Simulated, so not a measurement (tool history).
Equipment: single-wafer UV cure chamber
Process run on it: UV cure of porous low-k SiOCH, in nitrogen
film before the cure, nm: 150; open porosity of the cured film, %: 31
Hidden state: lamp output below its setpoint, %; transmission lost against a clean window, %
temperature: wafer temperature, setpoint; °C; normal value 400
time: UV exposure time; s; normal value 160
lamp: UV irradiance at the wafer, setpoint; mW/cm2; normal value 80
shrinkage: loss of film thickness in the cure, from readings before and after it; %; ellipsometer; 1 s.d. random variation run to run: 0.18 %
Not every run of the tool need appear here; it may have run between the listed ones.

run   hour  temperature  time  lamp  wafers since the last listed run  hours since the UV bulbs were replaced  wafers since the quartz window was cleaned  shrinkage
  1    0.0          400   100    93                                 0                                  2570.7                                        3178     11.111
  2   15.9          400   100    93                                83                                  2586.6                                        3262     10.971
  3   47.8          400   100    93                               168                                  2618.5                                        3430     11.070
  4   59.4          406   160    57                                61                                  2630.1                                        3491     10.564
  5   77.1          406   160    57                                93                                  2647.8                                        3584     10.630
  6   87.3          406   160    57                                53                                  2658.0                                        3638     10.884
     100.1  -- UV bulbs replaced
  7  100.6          400   160    80                                27                                     0.5                                        3666     12.381
     111.7  -- quartz window cleaned
  8  113.1          400   160    80                                23                                    13.0                                           7     12.690
  9  125.9          400   160    80                                67                                    25.8                                          74     12.448
 10  137.8          391   215    64                                62                                    37.7                                         137     12.676
 11  155.5          413   225    92                                93                                    55.4                                         230     15.809
 12  164.2          415   245    54                                45                                    64.1                                         276     13.060
 13  213.0          391   160    80                               257                                   112.9                                         533     12.715
 14  220.0          400   185   110                                36                                   119.9                                         570     14.980
 15  230.0          400   160    80                                52                                   129.9                                         623     12.343
 16  237.7          400   160    80                                40                                   137.6                                         664     12.465

What differs in the tool's unlogged condition from the final listed run ahead of each entry between runs to the first listed run following it?
After run 6, before run 7: UV bulbs replaced (hour 100.1)
  no hidden state differs between the two runs
After run 7, before run 8: quartz window cleaned (hour 111.7)
  no hidden state differs between the two runs
